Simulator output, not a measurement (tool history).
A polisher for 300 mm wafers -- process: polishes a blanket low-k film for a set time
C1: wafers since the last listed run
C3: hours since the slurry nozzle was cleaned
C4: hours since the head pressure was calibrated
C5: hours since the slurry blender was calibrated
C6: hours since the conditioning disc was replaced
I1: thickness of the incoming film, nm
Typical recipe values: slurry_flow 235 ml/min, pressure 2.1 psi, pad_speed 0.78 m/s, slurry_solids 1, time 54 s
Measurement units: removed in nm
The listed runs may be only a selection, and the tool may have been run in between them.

run 1 hour=0 | slurry_flow=235 pressure=2.1 pad_speed=0.78 slurry_solids=0.85 time=54 | C1=0 wafers_polished_on_this_pad=2121 C3=252.2 C4=1226.6 C5=317.3 C6=319 | I1=750.6 | removed=19.4
-- hour=24.7 worn pad replaced by a new one
run 2 hour=25.5 | slurry_flow=235 pressure=2.1 pad_speed=0.78 slurry_solids=1 time=54 | C1=117 wafers_polished_on_this_pad=4 C3=277.7 C4=1252.1 C5=342.8 C6=344.5 | I1=751.9 | removed=21.7
run 3 hour=74.2 | slurry_flow=235 pressure=2.1 pad_speed=0.78 slurry_solids=1 time=54 | C1=266 wafers_polished_on_this_pad=271 C3=326.4 C4=1300.8 C5=391.5 C6=393.2 | I1=767.8 | removed=21.5
-- hour=105.6 conditioning disc replaced and pad reconditioned
run 4 hour=125.1 | slurry_flow=235 pressure=2.1 pad_speed=0.78 slurry_solids=1 time=54 | C1=267 wafers_polished_on_this_pad=538 C3=377.3 C4=1351.7 C5=442.4 C6=19.5 | I1=746.5 | removed=21.6
-- hour=129.3 slurry blender recalibrated
-- hour=151.1 head pressure recalibrated
run 5 hour=176.3 | slurry_flow=235 pressure=1.9 pad_speed=0.78 slurry_solids=1 time=54 | C1=258 wafers_polished_on_this_pad=797 C3=428.5 C4=25.2 C5=47 C6=70.7 | I1=755.5 | removed=19.6
run 6 hour=228.5 | slurry_flow=235 pressure=1.9 pad_speed=0.78 slurry_solids=1 time=54 | C1=285 wafers_polished_on_this_pad=1083 C3=480.7 C4=77.4 C5=99.2 C6=122.9 | I1=764.3 | removed=19.5
run 7 hour=294.4 | slurry_flow=235 pressure=2.1 pad_speed=0.78 slurry_solids=1 time=54 | C1=360 wafers_polished_on_this_pad=1443 C3=546.6 C4=143.3 C5=165.1 C6=188.8 | I1=753.1 | removed=21.3
run 8 hour=351.3 | slurry_flow=235 pressure=2.1 pad_speed=0.78 slurry_solids=1 time=54 | C1=311 wafers_polished_on_this_pad=1755 C3=603.5 C4=200.2 C5=222 C6=245.7 | I1=753.3 | removed=21.5
-- hour=353.5 slurry nozzle cleaned
run 9 hour=389.7 | slurry_flow=235 pressure=2.1 pad_speed=0.78 slurry_solids=1 time=54 | C1=204 wafers_polished_on_this_pad=1960 C3=36.2 C4=238.6 C5=260.4 C6=284.1 | I1=761.3 | removed=21.4
-- hour=395.5 worn pad replaced by a new one
run 10 hour=420.5 | slurry_flow=235 pressure=2.1 pad_speed=0.78 slurry_solids=1 time=54 | C1=146 wafers_polished_on_this_pad=137 C3=67 C4=269.4 C5=291.2 C6=314.9 | I1=764.5 | removed=21.8
-- hour=460.5 conditioning disc replaced and pad reconditioned
-- hour=532 slurry blender recalibrated
run 11 hour=603.1 | slurry_flow=235 pressure=2.1 pad_speed=0.58 slurry_solids=1 time=54 | C1=977 wafers_polished_on_this_pad=1114 C3=249.6 C4=452 C5=71.1 C6=142.6 | I1=770.6 | removed=17.9
-- hour=713 worn pad replaced by a new one
run 12 hour=772.5 | slurry_flow=235 pressure=2.1 pad_speed=0.78 slurry_solids=1 time=54 | C1=905 wafers_polished_on_this_pad=325 C3=419 C4=621.4 C5=240.5 C6=312 | I1=762.4 | removed=21.4
run 13 hour=839.5 | slurry_flow=270 pressure=2.1 pad_speed=0.58 slurry_solids=1 time=65 | C1=366 wafers_polished_on_this_pad=692 C3=486 C4=688.4 C5=307.5 C6=379 | I1=760.7 | removed=21.8
-- hour=862.8 conditioning disc replaced and pad reconditioned
run 14 hour=873.6 | slurry_flow=205 pressure=2.1 pad_speed=0.78 slurry_solids=1 time=45 | C1=175 wafers_polished_on_this_pad=868 C3=520.1 C4=722.5 C5=341.6 C6=10.8 | I1=767.2 | removed=17.4
run 15 hour=925.2 | slurry_flow=235 pressure=2.1 pad_speed=0.78 slurry_solids=1 time=54 | C1=282 wafers_polished_on_this_pad=1150 C3=571.7 C4=774.1 C5=393.2 C6=62.4 | I1=760.1 | removed=21.7
-- hour=949.3 slurry nozzle cleaned
run 16 hour=954.2 | slurry_flow=235 pressure=2.1 pad_speed=0.78 slurry_solids=1 time=54 | C1=153 wafers_polished_on_this_pad=1304 C3=4.9 C4=803.1 C5=422.2 C6=91.4 | I1=764.7 | removed=21.5
-- hour=986 slurry blender recalibrated
run 17 hour=999.5 | slurry_flow=235 pressure=1.6 pad_speed=0.78 slurry_solids=0.75 time=54 | C1=237 wafers_polished_on_this_pad=1541 C3=50.2 C4=848.4 C5=13.5 C6=136.7 | I1=762.8 | removed=13.7
run 18 hour=1035.8 | slurry_flow=290 pressure=2.1 pad_speed=0.78 slurry_solids=1 time=54 | C1=198 wafers_polished_on_this_pad=1739 C3=86.5 C4=884.7 C5=49.8 C6=173 | I1=762.4 | removed=22.4
-- hour=1084.2 worn pad replaced by a new one
run 19 hour=1091.3 | slurry_flow=185 pressure=1.6 pad_speed=0.78 slurry_solids=1 time=54 | C1=281 wafers_polished_on_this_pad=38 C3=142 C4=940.2 C5=105.3 C6=228.5 | I1=760.3 | removed=16
run 20 hour=1118.6 | slurry_flow=205 pressure=2.1 pad_speed=0.78 slurry_solids=1.15 time=54 | C1=149 wafers_polished_on_this_pad=188 C3=169.3 C4=967.5 C5=132.6 C6=255.8 | I1=753.9 | removed=22.9
run 21 hour=1177.3 | slurry_flow=235 pressure=1.8 pad_speed=0.78 slurry_solids=1.25 time=40 | C1=321 wafers_polished_on_this_pad=509 C3=228 C4=1026.2 C5=191.3 C6=314.5 | I1=750.8 | removed=15.5
-- hour=1237.3 conditioning disc replaced and pad reconditioned
run 22 hour=1246.1 | slurry_flow=210 pressure=2.1 pad_speed=0.78 slurry_solids=1 time=45 | C1=365 wafers_polished_on_this_pad=875 C3=296.8 C4=1095 C5=260.1 C6=8.8 | I1=771.4 | removed=17.6
-- hour=1298.1 head pressure recalibrated
run 23 hour=1311.1 | slurry_flow=300 pressure=2.1 pad_speed=0.78 slurry_solids=1 time=69 | C1=344 wafers_polished_on_this_pad=1220 C3=361.8 C4=13 C5=325.1 C6=73.8 | I1=749.9 | removed=28.4
-- hour=1355.8 slurry blender recalibrated
run 24 hour=1362.6 | slurry_flow=235 pressure=2.5 pad_speed=0.78 slurry_solids=1 time=54 | C1=270 wafers_polished_on_this_pad=1491 C3=413.3 C4=64.5 C5=6.8 C6=125.3 | I1=747.1 | removed=25.6
run 25 hour=1391.1 | slurry_flow=235 pressure=2.1 pad_speed=0.78 slurry_solids=1 time=54 | C1=156 wafers_polished_on_this_pad=1647 C3=441.8 C4=93 C5=35.3 C6=153.8 | I1=760.9 | removed=21.7

Take each entry between the runs: how does the hidden state at the last listed run before it differ from the hidden state at the first listed run after it?
In the gap between runs 1 and 2: worn pad replaced by a new one (hour 24.7)
  no hidden state differs between the two runs
In the gap between runs 3 and 4: conditioning disc replaced and pad reconditioned (hour 105.6)
  no hidden state differs between the two runs
In the gap between runs 4 and 5: slurry blender recalibrated (hour 129.3); head pressure recalibrated (hour 151.1)
  no hidden state differs between the two runs
In the gap between runs 8 and 9: slurry nozzle cleaned (hour 353.5)
  no hidden state differs between the two runs
In the gap between runs 9 and 10: worn pad replaced by a new one (hour 395.5)
  no hidden state differs between the two runs
In the gap between runs 10 and 11: conditioning disc replaced and pad reconditioned (hour 460.5); slurry blender recalibrated (hour 532)
  no hidden state differs between the two runs
In the gap between runs 11 and 12: worn pad replaced by a new one (hour 713)
  no hidden state differs between the two runs
In the gap between runs 13 and 14: conditioning disc replaced and pad reconditioned (hour 862.8)
  no hidden state differs between the two runs
In the gap between runs 15 and 16: slurry nozzle cleaned (hour 949.3)
  no hidden state differs between the two runs
In the gap between runs 16 and 17: slurry blender recalibrated (hour 986)
  no hidden state differs between the two runs
In the gap between runs 18 and 19: worn pad replaced by a new one (hour 1084.2)
  no hidden state differs between the two runs
In the gap between runs 21 and 22: conditioning disc replaced and pad reconditioned (hour 1237.3)
  no hidden state differs between the two runs
In the gap between runs 22 and 23: head pressure recalibrated (hour 1298.1)
  no hidden state differs between the two runs
In the gap between runs 23 and 24: slurry blender recalibrated (hour 1355.8)
  no hidden state differs between the two runs

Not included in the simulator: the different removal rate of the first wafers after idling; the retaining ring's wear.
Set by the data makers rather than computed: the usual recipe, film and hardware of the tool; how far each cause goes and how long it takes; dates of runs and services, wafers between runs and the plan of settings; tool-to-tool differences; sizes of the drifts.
